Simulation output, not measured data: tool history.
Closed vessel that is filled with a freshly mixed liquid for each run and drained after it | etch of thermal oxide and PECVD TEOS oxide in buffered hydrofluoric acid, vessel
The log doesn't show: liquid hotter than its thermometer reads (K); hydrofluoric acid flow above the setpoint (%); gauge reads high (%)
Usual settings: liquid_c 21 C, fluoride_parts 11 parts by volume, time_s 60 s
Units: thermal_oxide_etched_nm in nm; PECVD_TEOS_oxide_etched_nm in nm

run   hour  liquid_c  fluoride_parts  time_s  wafers since the last listed run  hours since the thermometer was replaced  hours since the hydrofluoric acid flow meter was replaced  hours since the gauge calibration  read-back film thickness of the thermal oxide reference wafer, read on the same gauge (nm)  read-back film thickness of the PECVD TEOS oxide reference wafer, read on the same gauge (nm)  thermal_oxide_etched_nm  PECVD_TEOS_oxide_etched_nm
  1      0        21             8.5      60                                 0                                    1186.6                                                       2441                              442.8                                                                                          40                                                                                         150.02                    71.61                       165.2
  2   26.8        21             8.5      60                              2683                                    1213.4                                                     2467.8                              469.6                                                                                          40                                                                                         150.05                    71.54                      164.05
  3   60.8        21              13      60                              3403                                    1247.4                                                     2501.8                              503.6                                                                                       40.02                                                                                            150                    48.61                      112.28
  4   91.2        21              13      60                              3043                                    1277.8                                                     2532.2                                534                                                                                          40                                                                                         150.02                    48.38                      113.02
  5  115.5      19.5              11      60                              2432                                    1302.1                                                     2556.5                              558.3                                                                                          40                                                                                         150.01                    52.74                      122.71
     124.2  -- gauge calibrated
  6  150.2      19.5              11      60                              3473                                    1336.8                                                     2591.2                                 26                                                                                       40.01                                                                                         149.99                    52.36                      123.16
  7  182.6        21              11      60                              3243                                    1369.2                                                     2623.6                               58.4                                                                                       40.02                                                                                         150.01                    57.66                      134.95
  8  197.6        21             8.5      45                              1501                                    1384.2                                                     2638.6                               73.4                                                                                       40.02                                                                                         149.99                    53.71                      125.36
  9  227.1        25             9.5      80                              2953                                    1413.7                                                     2668.1                              102.9                                                                                       39.99                                                                                         149.99                   108.64                      252.11
     244.1  -- hydrofluoric acid flow meter replaced
 10    251        21              11      60                              2292                                    1437.6                                                        6.9                              126.8                                                                                       40.01                                                                                         149.98                    57.71                      134.91
 11  272.7        21              11      60                              2172                                    1459.3                                                       28.6                              148.5                                                                                          40                                                                                         150.01                    57.88                      135.12
 12    288      25.5              11      85                              1531                                    1474.6                                                       43.9                              163.8                                                                                          40                                                                                         149.98                   105.05                      245.82
     307.5  -- thermometer replaced
 13  315.1        21              11      80                              2612                                       7.6                                                         71                              190.9                                                                                          40                                                                                            150                    69.19                      161.87
 14  344.3        25              11      90                              2923                                      36.8                                                      100.2                              220.1                                                                                       39.98                                                                                         149.98                    97.27                      227.29
 15  362.6        21              11      60                              1832                                      55.1                                                      118.5                              238.4                                                                                       39.99                                                                                         150.01                    52.61                      121.55
 16  397.5      23.5               8      85                              3493                                        90                                                      153.4                              273.3                                                                                       39.99                                                                                         149.98                   114.17                      264.86
 17  416.6        21              14      60                              1912                                     109.1                                                      172.5                              292.4                                                                                       39.98                                                                                            150                    41.16                       97.33
 18  429.6        21              11      60                              1301                                     122.1                                                      185.5                              305.4                                                                                       40.01                                                                                         150.04                    53.44                      121.94
 19  457.2        23              11      60                              2763                                     149.7                                                      213.1                                333                                                                                          40                                                                                         149.99                    59.14                      136.43
 20  477.1        21              11      60                              1992                                     169.6                                                        233                              352.9                                                                                       39.98                                                                                         149.99                    52.54                      122.36
 21  491.7        21             6.5      60                              1461                                     184.2                                                      247.6                              367.5                                                                                          40                                                                                         149.97                    86.77                      201.13
 22  506.8        24              13      30                              1511                                     199.3                                                      262.7                              382.6                                                                                          40                                                                                         150.01                    26.53                       61.54
 23  524.9        21            14.5      45                              1812                                     217.4                                                      280.8                              400.7                                                                                       40.02                                                                                            150                    30.48                       70.63
 24  537.7        21              11      60                              1281                                     230.2                                                      293.6                              413.5                                                                                          40                                                                                         150.03                    53.33                      123.43
 25    599        21            13.5      60                              6136                                     291.5                                                      354.9                              474.8                                                                                       40.01                                                                                         149.95                    43.45                      101.71
 26  628.3        24              11      70                              2933                                     320.8                                                      384.2                              504.1                                                                                       39.99                                                                                            150                    72.97                      170.67

Forecast each of these 4 alternatives for the next run:
  A   629        21              11      35                                70                                     321.5                                                      384.9                              504.8                                                                                           ?                                                                                              ?                        ?                           ?
  B   629        21              10      90                                70                                     321.5                                                      384.9                              504.8                                                                                           ?                                                                                              ?                        ?                           ?
  C   629        21              11      50                                70                                     321.5                                                      384.9                              504.8                                                                                           ?                                                                                              ?                        ?                           ?
  D   629      18.5              11      30                                70                                     321.5                                                      384.9                              504.8                                                                                           ?                                                                                              ?                        ?                           ?

run  read-back film thickness of the thermal oxide reference wafer, read on the same gauge (nm)  read-back film thickness of the PECVD TEOS oxide reference wafer, read on the same gauge (nm)  thermal_oxide_etched_nm  PECVD_TEOS_oxide_etched_nm
  A                                                                                       39.98                                                                                         150.03                    31.15                       72.68
  B                                                                                       39.98                                                                                         150.03                    87.88                      205.08
  C                                                                                       39.98                                                                                         150.03                    44.49                      103.83
  D                                                                                       39.98                                                                                         150.03                    23.22                       54.18
Without the tool's hidden state the same runs would have given:
run  thermal_oxide_etched_nm  PECVD_TEOS_oxide_etched_nm
  A                    29.99                       69.99
  B                    84.62                      197.48
  C                    42.85                       99.98
  D                    22.34                       52.14
